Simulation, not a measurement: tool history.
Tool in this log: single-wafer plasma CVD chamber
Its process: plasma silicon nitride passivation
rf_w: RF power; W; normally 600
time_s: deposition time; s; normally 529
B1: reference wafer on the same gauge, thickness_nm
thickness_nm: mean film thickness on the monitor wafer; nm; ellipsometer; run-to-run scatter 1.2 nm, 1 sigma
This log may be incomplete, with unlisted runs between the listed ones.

{"run": 1, "day": 0.0, "rf_w": 600, "time_s": 529, "B1": 679.885, "thickness_nm": 782.368}
{"run": 2, "day": 0.446, "rf_w": 570, "time_s": 581, "B1": 679.951, "thickness_nm": 838.835}
{"run": 3, "day": 0.775, "rf_w": 570, "time_s": 581, "B1": 679.945, "thickness_nm": 840.158}
{"run": 4, "day": 1.25, "rf_w": 570, "time_s": 581, "B1": 679.885, "thickness_nm": 838.544}
{"run": 5, "day": 1.65, "rf_w": 600, "time_s": 529, "B1": 680.19, "thickness_nm": 777.506}
{"run": 6, "day": 2.167, "rf_w": 600, "time_s": 529, "B1": 680.015, "thickness_nm": 780.394}
{"run": 7, "day": 2.6, "rf_w": 600, "time_s": 529, "B1": 680.064, "thickness_nm": 780.961}
{"run": 8, "day": 3.004, "rf_w": 600, "time_s": 529, "B1": 680.057, "thickness_nm": 780.401}
{"run": 9, "day": 3.679, "rf_w": 600, "time_s": 529, "B1": 679.917, "thickness_nm": 778.046}
{"run": 10, "day": 4.233, "rf_w": 515, "time_s": 529, "B1": 680.064, "thickness_nm": 726.686}
{"day": 4.658, "done": "RF generator calibrated"}
{"run": 11, "day": 4.679, "rf_w": 515, "time_s": 529, "B1": 679.996, "thickness_nm": 755.533}

Predict the results of run 12:
{"run": 12, "day": 5.138, "rf_w": 600, "time_s": 529, "B1": "?", "thickness_nm": "?"}

Logged for run 12: B1 680.183, thickness_nm 808.949 nm.
On a tool with no hidden condition, and with the same random variation, this run would have come out at thickness_nm 810.909 nm.
